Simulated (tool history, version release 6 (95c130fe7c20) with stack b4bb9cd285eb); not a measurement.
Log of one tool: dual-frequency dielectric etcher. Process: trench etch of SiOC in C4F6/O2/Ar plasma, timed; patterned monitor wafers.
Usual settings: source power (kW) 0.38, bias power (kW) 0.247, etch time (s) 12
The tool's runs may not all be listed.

| run | hour | source power (kW) | bias power (kW) | etch time (s) | read-back reference wafer on the same gauge, depth_nm | mean etch depth across the wafer (nm) |
|---|---|---|---|---|---|---|
| 1 | 0 | 0.38 | 0.247 | 12 | 27 | 28.78 |
| 2 | 30 | 0.38 | 0.247 | 9.5 | 26.96 | 22.85 |
| 3 | 54.4 | 0.38 | 0.247 | 9.5 | 26.99 | 23.04 |
| 4 | 85.7 | 0.38 | 0.271 | 12 | 26.98 | 30.17 |
| 5 | 116.8 | 0.38 | 0.271 | 12 | 26.98 | 30.07 |
| 6 | 183.4 | 0.38 | 0.247 | 12 | 27.01 | 29.33 |
| 7 | 203 | 0.38 | 0.247 | 12 | 26.99 | 29.37 |
| 8 | 225.1 | 0.38 | 0.247 | 12 | 27.03 | 29.17 |
| 9 | 250.5 | 0.4 | 0.247 | 12 | 26.99 | 30.33 |
|  | 259.8 | bias power generator calibrated |
| 10 | 268 | 0.38 | 0.247 | 12 | 26.97 | 29.32 |
| 11 | 316.7 | 0.38 | 0.247 | 12 | 27.03 | 29.34 |
| 12 | 346 | 0.38 | 0.247 | 12 | 27.02 | 29.38 |
|  | 396.7 | upper electrode replaced, of another model than before |
| 13 | 397.2 | 0.38 | 0.247 | 12 | 27 | 29.51 |
|  | 425.4 | gauge calibrated |
|  | 463.1 | source power generator calibrated |
|  | 497.5 | wet clean of the chamber |
| 14 | 498 | 0.38 | 0.247 | 12 | 27.01 | 28.4 |
| 15 | 498.3 | 0.33 | 0.247 | 13 | 26.95 | 26.75 |
| 16 | 572.1 | 0.3 | 0.275 | 9 | 27.01 | 17.79 |
| 17 | 585.6 | 0.46 | 0.21 | 10 | 27.01 | 24.73 |
| 18 | 608.1 | 0.33 | 0.303 | 12 | 26.97 | 28.56 |
| 19 | 627.1 | 0.38 | 0.268 | 10 | 27.05 | 25.52 |
| 20 | 640.2 | 0.38 | 0.247 | 12 | 26.98 | 28.81 |
| 21 | 660.6 | 0.38 | 0.247 | 12 | 26.97 | 29.04 |
| 22 | 688.3 | 0.29 | 0.204 | 10.5 | 26.99 | 15.63 |
| 23 | 703.5 | 0.35 | 0.305 | 14.5 | 27.01 | 37.11 |
| 24 | 732.5 | 0.38 | 0.228 | 9.5 | 27 | 21.64 |
| 25 | 765.3 | 0.33 | 0.185 | 9 | 27.03 | 14.78 |
| 26 | 791.4 | 0.38 | 0.247 | 12 | 26.96 | 29.24 |
| 27 | 819.2 | 0.45 | 0.226 | 11 | 27.03 | 28.84 |
| 28 | 833.5 | 0.38 | 0.222 | 10.5 | 26.98 | 23.38 |
| 29 | 868.7 | 0.38 | 0.281 | 12 | 27.02 | 31.82 |
| 30 | 892.6 | 0.44 | 0.201 | 13 | 27.05 | 30.59 |

Measured less the same run without the tool's hidden state. The same run-to-run variation is in both; the gauge's scatter may not be:
The hidden state here: etch rate over this chamber's usual, %; source power that arrives over what is set, %; bias power that arrives over what is set, %; gauge reads high (%).
| run | mean etch depth across the wafer (nm) |
|---|---|
| 1 | +0.24 |
| 2 | +0.24 |
| 3 | +0.28 |
| 4 | +0.42 |
| 5 | +0.48 |
| 6 | +0.58 |
| 7 | +0.61 |
| 8 | +0.65 |
| 9 | +0.72 |
| 10 | +0.73 |
| 11 | +0.82 |
| 12 | +0.87 |
| 13 | +0.96 |
| 14 | -0.03 |
| 15 | -0.03 |
| 16 | +0.06 |
| 17 | +0.11 |
| 18 | +0.16 |
| 19 | +0.18 |
| 20 | +0.22 |
| 21 | +0.25 |
| 22 | +0.17 |
| 23 | +0.43 |
| 24 | +0.29 |
| 25 | +0.22 |
| 26 | +0.49 |
| 27 | +0.54 |
| 28 | +0.46 |
| 29 | +0.69 |
| 30 | +0.71 |
